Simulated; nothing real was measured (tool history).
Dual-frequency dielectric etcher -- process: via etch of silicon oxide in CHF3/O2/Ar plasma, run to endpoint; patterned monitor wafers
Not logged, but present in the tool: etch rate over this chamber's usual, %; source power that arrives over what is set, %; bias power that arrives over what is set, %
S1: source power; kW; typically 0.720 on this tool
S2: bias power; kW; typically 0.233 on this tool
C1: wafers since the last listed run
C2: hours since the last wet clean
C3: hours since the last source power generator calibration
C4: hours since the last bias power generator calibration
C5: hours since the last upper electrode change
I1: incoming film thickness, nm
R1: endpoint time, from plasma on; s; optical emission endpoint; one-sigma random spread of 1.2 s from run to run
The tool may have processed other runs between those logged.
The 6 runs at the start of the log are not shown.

run	day	S1	S2	C1	C2	C3	C4	C5	I1	R1
7	3.508	0.720	0.233	87	206.8	2775.1	4301.3	2496.7	634.3	269.0
8	5.708	0.720	0.233	284	259.6	2827.9	4354.1	2549.5	642.4	272.3
9	6.383	0.720	0.233	87	275.8	2844.1	4370.3	2565.7	633.0	269.2
10	7.096	0.720	0.199	92	292.9	2861.2	4387.4	2582.8	637.6	285.0
11	7.750	0.720	0.199	84	308.6	2876.9	4403.1	2598.5	644.5	291.0
# day 8.008: bias power generator calibrated
12	8.396	0.720	0.233	62	324.1	2892.4	9.3	2614.0	647.2	276.9
13	8.975	0.720	0.233	75	338.0	2906.3	23.2	2627.9	636.5	274.8
14	9.375	0.720	0.233	51	347.6	2915.9	32.8	2637.5	643.5	280.1
15	10.083	0.720	0.233	91	364.6	2932.9	49.8	2654.5	646.2	278.2
16	10.754	0.880	0.177	86	380.7	2949.0	65.9	2670.6	639.7	276.5
# day 11.158: source power generator calibrated
# day 12.096: wet clean of the chamber
# day 12.275: upper electrode replaced
17	12.296	0.870	0.233	33	4.8	27.3	102.9	0.5	644.4	252.6
18	12.317	0.790	0.281	2	5.3	27.8	103.4	1.0	637.5	245.6
19	12.333	0.720	0.233	2	5.7	28.2	103.8	1.4	637.4	268.2
20	12.408	0.560	0.177	9	7.5	30.0	105.6	3.2	648.5	330.6
21	12.833	0.720	0.233	55	17.7	40.2	115.8	13.4	643.7	270.7
22	13.433	0.780	0.233	77	32.1	54.6	130.2	27.8	638.9	263.0
23	14.067	0.720	0.253	82	47.3	69.8	145.4	43.0	636.2	263.4
24	14.625	0.770	0.184	72	60.7	83.2	158.8	56.4	639.0	284.4
25	14.892	0.870	0.233	34	67.1	89.6	165.2	62.8	642.5	253.3
26	15.454	0.580	0.208	72	80.6	103.1	178.7	76.3	640.7	303.7
27	16.100	0.720	0.233	83	96.1	118.6	194.2	91.8	642.7	273.7
28	16.454	0.720	0.233	45	104.6	127.1	202.7	100.3	632.6	270.1
29	16.967	0.720	0.196	66	116.9	139.4	215.0	112.6	645.5	289.5
30	17.454	0.600	0.276	63	128.6	151.1	226.7	124.3	635.2	273.7

Here are 5 independent what-if runs from the current tool condition. What would each one return?
A	17.475	0.720	0.200	2	129.1	151.6	227.2	124.8	649.3	?
B	17.475	0.860	0.289	2	129.1	151.6	227.2	124.8	649.3	?
C	17.475	0.590	0.201	2	129.1	151.6	227.2	124.8	649.3	?
D	17.475	0.850	0.233	2	129.1	151.6	227.2	124.8	649.3	?
E	17.475	0.600	0.278	2	129.1	151.6	227.2	124.8	649.3	?

run	R1
A	291.0
B	241.5
C	313.3
D	260.4
E	279.8
Take away the tool's hidden state, keep each run's random variation, and the runs would have read:
run	R1
A	286.4
B	237.6
C	308.3
D	256.2
E	275.3

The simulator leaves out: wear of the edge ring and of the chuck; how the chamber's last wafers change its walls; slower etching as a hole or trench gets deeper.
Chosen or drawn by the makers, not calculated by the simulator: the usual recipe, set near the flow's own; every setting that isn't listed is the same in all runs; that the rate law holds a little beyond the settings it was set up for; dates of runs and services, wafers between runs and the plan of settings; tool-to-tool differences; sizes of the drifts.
